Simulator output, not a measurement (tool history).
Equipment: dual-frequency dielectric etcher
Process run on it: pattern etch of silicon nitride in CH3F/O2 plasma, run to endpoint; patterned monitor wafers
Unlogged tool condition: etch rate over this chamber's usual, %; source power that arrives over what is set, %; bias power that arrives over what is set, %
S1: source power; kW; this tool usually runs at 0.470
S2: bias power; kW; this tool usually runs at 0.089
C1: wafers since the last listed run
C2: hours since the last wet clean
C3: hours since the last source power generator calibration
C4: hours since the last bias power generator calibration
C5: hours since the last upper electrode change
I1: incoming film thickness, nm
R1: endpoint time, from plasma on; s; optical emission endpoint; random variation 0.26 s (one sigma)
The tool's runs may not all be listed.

{"run": 1, "hour": 0.0, "S1": 0.47, "S2": 0.089, "C1": 0, "C2": 205.4, "C3": 4281.8, "C4": 2308.0, "C5": 3888.1, "I1": 80.4, "R1": 87.4}
{"run": 2, "hour": 17.6, "S1": 0.47, "S2": 0.089, "C1": 140, "C2": 223.0, "C3": 4299.4, "C4": 2325.6, "C5": 3905.7, "I1": 79.9, "R1": 86.8}
{"run": 3, "hour": 51.1, "S1": 0.47, "S2": 0.089, "C1": 268, "C2": 256.5, "C3": 4332.9, "C4": 2359.1, "C5": 3939.2, "I1": 80.4, "R1": 87.9}
{"run": 4, "hour": 70.1, "S1": 0.47, "S2": 0.097, "C1": 152, "C2": 275.5, "C3": 4351.9, "C4": 2378.1, "C5": 3958.2, "I1": 80.0, "R1": 84.3}
{"run": 5, "hour": 92.0, "S1": 0.47, "S2": 0.089, "C1": 175, "C2": 297.4, "C3": 4373.8, "C4": 2400.0, "C5": 3980.1, "I1": 80.5, "R1": 87.8}
{"run": 6, "hour": 124.1, "S1": 0.47, "S2": 0.089, "C1": 257, "C2": 329.5, "C3": 4405.9, "C4": 2432.1, "C5": 4012.2, "I1": 81.0, "R1": 89.0}
{"hour": 161.8, "done": "wet clean of the chamber"}
{"run": 7, "hour": 162.3, "S1": 0.47, "S2": 0.089, "C1": 113, "C2": 0.5, "C3": 4444.1, "C4": 2470.3, "C5": 4050.4, "I1": 80.9, "R1": 87.4}
{"run": 8, "hour": 173.8, "S1": 0.39, "S2": 0.089, "C1": 92, "C2": 12.0, "C3": 4455.6, "C4": 2481.8, "C5": 4061.9, "I1": 80.3, "R1": 93.5}
{"hour": 201.3, "done": "upper electrode replaced"}
{"run": 9, "hour": 201.8, "S1": 0.39, "S2": 0.089, "C1": 32, "C2": 40.0, "C3": 4483.6, "C4": 2509.8, "C5": 0.5, "I1": 79.9, "R1": 92.9}
{"run": 10, "hour": 227.1, "S1": 0.47, "S2": 0.089, "C1": 202, "C2": 65.3, "C3": 4508.9, "C4": 2535.1, "C5": 25.8, "I1": 80.0, "R1": 86.1}
{"run": 11, "hour": 256.7, "S1": 0.47, "S2": 0.089, "C1": 237, "C2": 94.9, "C3": 4538.5, "C4": 2564.7, "C5": 55.4, "I1": 80.7, "R1": 87.6}
{"run": 12, "hour": 274.0, "S1": 0.47, "S2": 0.089, "C1": 138, "C2": 112.2, "C3": 4555.8, "C4": 2582.0, "C5": 72.7, "I1": 80.4, "R1": 87.3}
{"run": 13, "hour": 304.9, "S1": 0.38, "S2": 0.089, "C1": 247, "C2": 143.1, "C3": 4586.7, "C4": 2612.9, "C5": 103.6, "I1": 80.8, "R1": 95.5}
{"run": 14, "hour": 326.4, "S1": 0.36, "S2": 0.075, "C1": 172, "C2": 164.6, "C3": 4608.2, "C4": 2634.4, "C5": 125.1, "I1": 79.3, "R1": 102.3}
{"hour": 388.4, "done": "bias power generator calibrated"}
{"run": 15, "hour": 390.3, "S1": 0.47, "S2": 0.109, "C1": 479, "C2": 228.5, "C3": 4672.1, "C4": 1.9, "C5": 189.0, "I1": 79.9, "R1": 80.8}
{"run": 16, "hour": 408.4, "S1": 0.47, "S2": 0.089, "C1": 144, "C2": 246.6, "C3": 4690.2, "C4": 20.0, "C5": 207.1, "I1": 80.8, "R1": 88.3}
{"hour": 432.4, "done": "source power generator calibrated"}
{"run": 17, "hour": 443.8, "S1": 0.44, "S2": 0.07, "C1": 251, "C2": 282.0, "C3": 11.4, "C4": 55.4, "C5": 242.5, "I1": 80.0, "R1": 98.0}
{"run": 18, "hour": 472.9, "S1": 0.47, "S2": 0.089, "C1": 233, "C2": 311.1, "C3": 40.5, "C4": 84.5, "C5": 271.6, "I1": 80.7, "R1": 88.9}
{"run": 19, "hour": 497.8, "S1": 0.43, "S2": 0.069, "C1": 199, "C2": 336.0, "C3": 65.4, "C4": 109.4, "C5": 296.5, "I1": 80.5, "R1": 100.5}
{"hour": 529.6, "done": "wet clean of the chamber"}
{"run": 20, "hour": 533.2, "S1": 0.54, "S2": 0.104, "C1": 91, "C2": 3.6, "C3": 100.8, "C4": 144.8, "C5": 331.9, "I1": 80.5, "R1": 77.4}
{"run": 21, "hour": 558.4, "S1": 0.47, "S2": 0.089, "C1": 201, "C2": 28.8, "C3": 126.0, "C4": 170.0, "C5": 357.1, "I1": 80.3, "R1": 86.9}
{"run": 22, "hour": 575.6, "S1": 0.58, "S2": 0.097, "C1": 137, "C2": 46.0, "C3": 143.2, "C4": 187.2, "C5": 374.3, "I1": 80.0, "R1": 77.0}
{"run": 23, "hour": 607.0, "S1": 0.35, "S2": 0.083, "C1": 251, "C2": 77.4, "C3": 174.6, "C4": 218.6, "C5": 405.7, "I1": 80.7, "R1": 100.9}
{"run": 24, "hour": 640.3, "S1": 0.47, "S2": 0.089, "C1": 266, "C2": 110.7, "C3": 207.9, "C4": 251.9, "C5": 439.0, "I1": 80.3, "R1": 86.6}
{"run": 25, "hour": 671.8, "S1": 0.52, "S2": 0.071, "C1": 252, "C2": 142.2, "C3": 239.4, "C4": 283.4, "C5": 470.5, "I1": 80.3, "R1": 91.5}
{"run": 26, "hour": 686.9, "S1": 0.38, "S2": 0.101, "C1": 120, "C2": 157.3, "C3": 254.5, "C4": 298.5, "C5": 485.6, "I1": 80.0, "R1": 90.0}
{"run": 27, "hour": 708.4, "S1": 0.51, "S2": 0.105, "C1": 172, "C2": 178.8, "C3": 276.0, "C4": 320.0, "C5": 507.1, "I1": 80.6, "R1": 79.9}
{"run": 28, "hour": 723.6, "S1": 0.47, "S2": 0.076, "C1": 121, "C2": 194.0, "C3": 291.2, "C4": 335.2, "C5": 522.3, "I1": 80.4, "R1": 93.1}
{"run": 29, "hour": 742.4, "S1": 0.44, "S2": 0.089, "C1": 150, "C2": 212.8, "C3": 310.0, "C4": 354.0, "C5": 541.1, "I1": 79.9, "R1": 89.6}
{"run": 30, "hour": 754.6, "S1": 0.4, "S2": 0.108, "C1": 97, "C2": 225.0, "C3": 322.2, "C4": 366.2, "C5": 553.3, "I1": 80.7, "R1": 86.7}
{"run": 31, "hour": 780.0, "S1": 0.42, "S2": 0.081, "C1": 203, "C2": 250.4, "C3": 347.6, "C4": 391.6, "C5": 578.7, "I1": 79.5, "R1": 94.7}
{"run": 32, "hour": 795.1, "S1": 0.38, "S2": 0.095, "C1": 120, "C2": 265.5, "C3": 362.7, "C4": 406.7, "C5": 593.8, "I1": 80.4, "R1": 93.8}
{"run": 33, "hour": 823.8, "S1": 0.42, "S2": 0.069, "C1": 229, "C2": 294.2, "C3": 391.4, "C4": 435.4, "C5": 622.5, "I1": 81.1, "R1": 102.8}
{"run": 34, "hour": 854.9, "S1": 0.57, "S2": 0.089, "C1": 249, "C2": 325.3, "C3": 422.5, "C4": 466.5, "C5": 653.6, "I1": 79.8, "R1": 81.3}

Measured minus without-hidden-state, run by run (identical run-to-run variation in each term; gauge scatter may differ):
run=1 R1=+0.7
run=2 R1=+0.8
run=3 R1=+0.9
run=4 R1=+1.0
run=5 R1=+1.2
run=6 R1=+1.3
run=7 R1=+0.0
run=8 R1=+0.0
run=9 R1=+0.2
run=10 R1=+0.2
run=11 R1=+0.5
run=12 R1=+0.5
run=13 R1=+0.7
run=14 R1=+1.0
run=15 R1=+1.1
run=16 R1=+1.3
run=17 R1=+1.6
run=18 R1=+1.6
run=19 R1=+2.0
run=20 R1=+0.1
run=21 R1=+0.3
run=22 R1=+0.3
run=23 R1=+0.6
run=24 R1=+0.7
run=25 R1=+1.0
run=26 R1=+1.0
run=27 R1=+1.0
run=28 R1=+1.2
run=29 R1=+1.2
run=30 R1=+1.4
run=31 R1=+1.5
run=32 R1=+1.6
run=33 R1=+2.0
run=34 R1=+1.8
